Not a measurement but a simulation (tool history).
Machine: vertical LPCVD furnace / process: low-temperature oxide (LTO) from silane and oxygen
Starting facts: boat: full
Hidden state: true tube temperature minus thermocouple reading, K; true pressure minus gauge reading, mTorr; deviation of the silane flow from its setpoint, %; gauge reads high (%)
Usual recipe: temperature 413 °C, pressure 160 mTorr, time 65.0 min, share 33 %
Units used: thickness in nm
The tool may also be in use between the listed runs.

run    hour  temperature  pressure  time  share  wafers since the last listed run  hours since the last temperature calibration  hours since the pressure gauge was zeroed  hours since the silane flow controller was replaced  hours since the gauge calibration  read-back reference wafer on the same gauge, thickness  thickness
  1     0.0          413       160  65.0     29                                 0                                        4210.1                                     1729.9                                               5126.8                              969.4                                                  428.87     316.87
  2    57.2          413       160  65.0     33                               727                                        4267.3                                     1787.1                                               5184.0                             1026.6                                                  429.01     378.37
  3   103.6          410       160  65.0     33                               589                                        4313.7                                     1833.5                                               5230.4                             1073.0                                                  429.14     366.25
  4   194.1          413       160  65.0     33                              1150                                        4404.2                                     1924.0                                               5320.9                             1163.5                                                  429.35     379.47
  5   262.2          413       160  65.0     33                               865                                        4472.3                                     1992.1                                               5389.0                             1231.6                                                  429.04     377.61
  6   318.5          406       160  65.0     33                               715                                        4528.6                                     2048.4                                               5445.3                             1287.9                                                  429.08     349.65
  7   467.3          406       160  65.0     33                              1891                                        4677.4                                     2197.2                                               5594.1                             1436.7                                                  428.78     349.50
  8   526.6          413       180  65.0     33                               753                                        4736.7                                     2256.5                                               5653.4                             1496.0                                                  429.00     425.88
  9   599.1          413       180  65.0     33                               921                                        4809.2                                     2329.0                                               5725.9                             1568.5                                                  429.22     423.44
 10   670.8          413       160  65.0     33                               911                                        4880.9                                     2400.7                                               5797.6                             1640.2                                                  428.86     377.76
      715.2  -- pressure gauge zeroed
 11   755.3          413       160  65.0     30                               768                                        4965.4                                       40.1                                               5882.1                             1724.7                                                  429.18     333.32
 12   854.4          413       160  84.5     35                              1259                                        5064.5                                      139.2                                               5981.2                             1823.8                                                  429.04     533.96
 13   900.2          420       160  65.0     33                               582                                        5110.3                                      185.0                                               6027.0                             1869.6                                                  429.05     411.82
      983.9  -- thermocouples replaced and temperature profile calibrated
 14   984.4          420       160  65.0     33                               765                                           0.5                                      269.2                                               6111.2                             1953.8                                                  429.10     410.89
 15  1075.2          413       160  81.0     29                              1154                                          91.3                                      360.0                                               6202.0                             2044.6                                                  428.90     396.00

For run 16, what comes out?
 16  1177.9          402       170  86.5     33                              1305                                         194.0                                      462.7                                               6304.7                             2147.3                                                       ?          ?

Run 16 came out at read-back reference wafer on the same gauge, thickness 428.90, thickness 477.18 nm.
Minus the tool's unlogged condition, the same run would have read thickness 477.31 nm.

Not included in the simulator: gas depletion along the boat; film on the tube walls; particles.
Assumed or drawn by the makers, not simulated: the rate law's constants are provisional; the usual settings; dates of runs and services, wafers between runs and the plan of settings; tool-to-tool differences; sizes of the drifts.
